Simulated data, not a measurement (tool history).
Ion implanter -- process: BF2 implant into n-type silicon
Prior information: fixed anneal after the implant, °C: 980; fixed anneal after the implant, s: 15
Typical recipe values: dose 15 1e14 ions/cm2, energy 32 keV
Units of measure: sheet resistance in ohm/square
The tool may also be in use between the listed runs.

run,hour,dose,energy,"read-back reference wafer on the same gauge, sheet resistance",sheet resistance
1,0,16.89,32,186.08,166.74
2,65.5,16.89,32,185.96,166.34
3,131,16.46,32,186.07,167.36
4,169.2,16.46,32,186.11,167.2
5,270.6,16.46,32,186.02,167.29
6,327.4,15,32,185.99,169.66
7,423.4,15,32,185.99,169.33
8,467.6,15,32,185.93,169.85
# hour 515.1: extraction supply calibrated
9,550.4,15,32,186.08,172.89
# hour 575.7: gauge calibrated
10,606.1,15,32,186.02,172.94
11,682.5,15,32,185.83,173.27
12,770.3,12.41,32,185.83,179.44
13,807.6,15,32,186.05,172.99
# hour 885.3: Faraday cup replaced and dose calibrated
14,909.1,10.53,25,186.13,208.76
15,959.4,10.92,39.5,185.98,163.06
16,1004.9,18.4,28.5,185.96,178.29
17,1076.4,19.44,38,186.04,150.45
18,1239.7,13.69,32,185.94,173.78
19,1287.7,15,32,185.99,171.91
20,1378.5,15,29,185.97,182.12
21,1448.4,15,32,186.04,171.77

What the log doesn't show, run by run:
gauge reads high (%): 0 at every run
H1: deviation of the true dose from the Faraday cup's reading, %
H2: deviation of the true energy from its setpoint, %
run,H1,H2
1,-1.79,2.49
2,-2.03,2.6
3,-2.29,2.7
4,-2.45,2.77
5,-2.91,2.94
6,-3.19,3.03
7,-3.7,3.2
8,-3.95,3.28
9,-4.44,-0.229
10,-4.79,-0.227
11,-5.3,-0.224
12,-5.91,-0.217
13,-6.18,-0.213
14,-0.362,-0.199
15,-0.373,-0.191
16,-0.394,-0.183
17,-0.447,-0.169
18,-0.659,-0.129
19,-0.746,-0.115
20,-0.94,-0.0867
21,-1.12,-0.0628
